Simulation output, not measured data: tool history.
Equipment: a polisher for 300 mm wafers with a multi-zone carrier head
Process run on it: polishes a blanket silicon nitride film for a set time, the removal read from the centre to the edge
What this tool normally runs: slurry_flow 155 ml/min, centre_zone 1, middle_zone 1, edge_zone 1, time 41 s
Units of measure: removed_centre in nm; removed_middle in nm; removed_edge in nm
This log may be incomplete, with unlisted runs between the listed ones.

run	hour	slurry_flow	centre_zone	middle_zone	edge_zone	time	wafers since the last listed run	wafers polished on this pad	hours since the slurry nozzle was cleaned	hours since the centre zone pressure was calibrated	hours since the edge zone pressure was calibrated	hours since the carrier head's membrane was replaced	incoming thickness of the incoming film, nm	removed_centre	removed_middle	removed_edge
1	0	155	1	1	1	41	0	5598	229	275.5	406.4	310	894.2	78.7	76.4	77.3
# hour 36.9: worn pad replaced by a new one
# hour 37.7: edge zone pressure recalibrated
2	92.2	155	1	1	1	41	1295	807	321.2	367.7	54.5	402.2	911.2	78.9	76.1	77.6
3	167.7	155	1	1.06	1	41	1119	1926	396.7	443.2	130	477.7	916.6	79.3	79.7	76.8
4	415.4	155	1	1.06	1	41	3671	5598	644.4	690.9	377.7	725.4	925.8	78.6	78	78.9
# hour 418: edge zone pressure recalibrated
5	473.6	155	1	1.06	1	41	833	6431	702.6	749.1	55.6	783.6	907.6	78.5	78.3	76.9
# hour 509.9: worn pad replaced by a new one
6	555.3	155	1	1	1	41	1151	673	784.3	830.8	137.3	865.3	903	79.2	75.1	76
7	650.7	155	1	1	1	41	1414	2087	879.7	926.2	232.7	960.7	893.8	79.6	74.9	76
# hour 655.7: slurry nozzle cleaned
8	745.7	155	1	1	1	41	1393	3481	90	1021.2	327.7	1055.7	890.3	82.5	76.5	76.9
9	830.1	155	1	1	1	41	1251	4732	174.4	1105.6	412.1	1140.1	905.5	82.6	78.2	76.2
# hour 847.3: edge zone pressure recalibrated
# hour 886.6: worn pad replaced by a new one
10	902.8	115	1	1	1	41	988	240	247.1	1178.3	55.5	1212.8	917.6	78.4	72.9	75.4
11	986.9	155	0.9	1	1	28	1246	1487	331.2	1262.4	139.6	1296.9	908.9	52.9	53	53.3
# hour 1074.5: carrier head's membrane replaced by a new one
12	1075.5	155	1	1	1	41	1239	2726	419.8	1351	228.2	1	898.9	82.8	76.9	77.8
# hour 1078.2: centre zone pressure recalibrated
13	1148.8	155	1	1	1	41	1056	3783	493.1	70.6	301.5	74.3	917.4	75.7	74.2	75.5
14	1233.6	115	1	1	1	30	1257	5040	577.9	155.4	386.3	159.1	911.6	51.8	52.4	54.3
# hour 1266.3: worn pad replaced by a new one
# hour 1284.9: edge zone pressure recalibrated
15	1299.7	155	1	1	1	41	890	464	644	221.5	14.8	225.2	911	76.9	76.3	75.7
16	1385.8	155	1	1	0.95	41	1276	1741	730.1	307.6	100.9	311.3	913.7	76.2	76.2	74.9
# hour 1404.1: slurry nozzle cleaned
17	1476.9	105	1	0.95	1.07	53	1335	3076	72.8	398.7	192	402.4	902	93.6	88.9	98.7
18	1583.9	170	1	1	1.05	27	1586	4662	179.8	505.7	299	509.4	909	52.3	51.7	52.8
19	1662.5	155	1.04	1	1	41	1165	5827	258.4	584.3	377.6	588	912.8	82.4	76.7	77.2
# hour 1724.4: worn pad replaced by a new one
20	1742.6	155	1	0.94	1	29	1128	270	338.5	664.4	457.7	668.1	911	56.2	50.8	54.4
# hour 1768.6: edge zone pressure recalibrated
21	1803	155	0.89	0.92	0.97	41	865	1135	398.9	724.8	34.4	728.5	914.4	72.4	69.8	77.2
22	1882	155	1	1	1	41	1171	2306	477.9	803.8	113.4	807.5	916.5	78.8	77.4	76.5

Below, each run's measurement less what the same run would have read without the hidden state. Both values contain the same run-to-run variation, but the gauge's scatter may not be the same in both:
What the log doesn't record here: removal rate lost through wear of the pad, %; slurry flow missing at the pad, %; deviation of the centre zone's pressure from its setpoint, %; deviation of the edge zone's pressure from its setpoint, %.
run	removed_centre	removed_middle	removed_edge
1	+1.4	-0.8	-0.6
2	+1.5	-1.1	-0.7
3	+1.5	-1.3	-0.9
4	+1.7	-2	-1.5
5	+1.8	-2.3	-1.6
6	+1.8	-2.4	-1.7
7	+1.9	-2.7	-1.9
8	+5.2	-0.3	-0.2
9	+5.4	-0.5	-0.3
10	+5	-0.8	-0.5
11	+3.6	-0.7	-0.5
12	+5.6	-1.1	-0.8
13	-0.9	-1.3	-1
14	-0.9	-1.4	-0.9
15	-0.8	-1.8	-1.2
16	-0.7	-2.1	-1.4
17	+1.4	-0.8	-0.6
18	+1.1	-0.5	-0.4
19	+1.7	-1	-0.8
20	+1.2	-0.8	-0.6
21	+1.7	-1.2	-1
22	+1.8	-1.7	-1.2
